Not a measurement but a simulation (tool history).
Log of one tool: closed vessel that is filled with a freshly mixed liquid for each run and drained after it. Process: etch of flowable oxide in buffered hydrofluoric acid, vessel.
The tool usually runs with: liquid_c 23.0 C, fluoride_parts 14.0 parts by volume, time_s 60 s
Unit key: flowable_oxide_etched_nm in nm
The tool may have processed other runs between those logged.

run    hour  liquid_c  fluoride_parts  time_s  read-back film thickness of the flowable oxide reference wafer, read on the same gauge (nm)  flowable_oxide_etched_nm
  1     0.0      23.0            16.5      60                                                                                       109.97                    161.47
  2    74.9      23.0            14.0      80                                                                                       109.98                    254.94
  3   179.7      23.0            14.0      80                                                                                       109.98                    254.15
  4   242.1      23.0            14.0      80                                                                                       110.00                    249.13
  5   286.6      23.0            11.5      50                                                                                       110.01                    193.82
  6   329.8      23.0            11.5      50                                                                                       110.00                    191.24
      416.4  -- hydrofluoric acid flow meter replaced
  7   421.5      23.0            11.5      50                                                                                       109.98                    189.84
  8   490.6      23.0            10.0      60                                                                                       109.99                    256.06
      492.8  -- thermometer replaced
  9   589.1      23.0            14.0      70                                                                                       110.01                    217.19
 10   688.7      23.0            14.0      70                                                                                       110.04                    219.53
 11   734.6      23.0            14.0      60                                                                                       110.02                    187.88
 12   773.8      21.5            12.5      60                                                                                       109.99                    195.73
 13   843.9      23.0            14.0      60                                                                                       109.99                    190.38
 14   886.8      20.5            18.5      75                                                                                       110.00                    155.99
      971.6  -- hydrofluoric acid flow meter replaced
 15   994.0      23.0            14.0      45                                                                                       109.99                    139.76
 16  1081.0      23.0            14.0      60                                                                                       110.00                    186.98
 17  1130.9      23.0            14.0      60                                                                                       110.00                    186.23
 18  1229.7      20.0            18.0      35                                                                                       110.01                     72.49
     1278.1  -- gauge calibrated
 19  1320.0      23.0            19.5      30                                                                                       109.99                     68.68
 20  1415.0      23.0            12.0      40                                                                                       109.99                    146.68
 21  1497.8      23.0            12.5      60                                                                                       110.00                    212.19
 22  1580.3      23.0            14.0      60                                                                                       109.96                    193.28
     1628.5  -- hydrofluoric acid flow meter replaced
 23  1634.0      23.0            14.0      30                                                                                       110.03                     91.61
 24  1736.4      19.5            17.5      90                                                                                       110.02                    185.98
 25  1826.0      23.0            19.5      60                                                                                       109.97                    134.55
 26  1883.1      23.0            14.0      60                                                                                       110.03                    188.40
 27  1973.3      23.0            14.0      40                                                                                       109.98                    127.60
 28  2028.1      23.0            14.0      95                                                                                       110.00                    301.36
 29  2099.1      23.0            14.0      60                                                                                       109.99                    189.81
 30  2179.4      20.0            14.0      60                                                                                       109.96                    163.49
 31  2240.8      28.0            12.0      60                                                                                       110.01                    292.42
     2260.4  -- hydrofluoric acid flow meter replaced
     2268.2  -- thermometer replaced
 32  2279.8      23.0            14.0      60                                                                                       109.99                    183.38
 33  2375.4      23.0            14.0      60                                                                                       110.02                    186.51

What if the next run were any one of these 4? Each begins from the tool's condition after run 33:
  A  2376.1      21.0            14.0      60                                                                                            ?                         ?
  B  2376.1      27.5            18.0      40                                                                                            ?                         ?
  C  2376.1      20.5            14.0      45                                                                                            ?                         ?
  D  2376.1      23.0            18.0      50                                                                                            ?                         ?

run  read-back film thickness of the flowable oxide reference wafer, read on the same gauge (nm)  flowable_oxide_etched_nm
  A                                                                                       109.94                    169.95
  B                                                                                       109.94                    126.17
  C                                                                                       109.94                    123.96
  D                                                                                       109.94                    123.55
The same runs, with their run-to-run variation unchanged, on a tool lacking any hidden condition would have given:
run  flowable_oxide_etched_nm
  A                    167.95
  B                    124.68
  C                    122.50
  D                    122.08

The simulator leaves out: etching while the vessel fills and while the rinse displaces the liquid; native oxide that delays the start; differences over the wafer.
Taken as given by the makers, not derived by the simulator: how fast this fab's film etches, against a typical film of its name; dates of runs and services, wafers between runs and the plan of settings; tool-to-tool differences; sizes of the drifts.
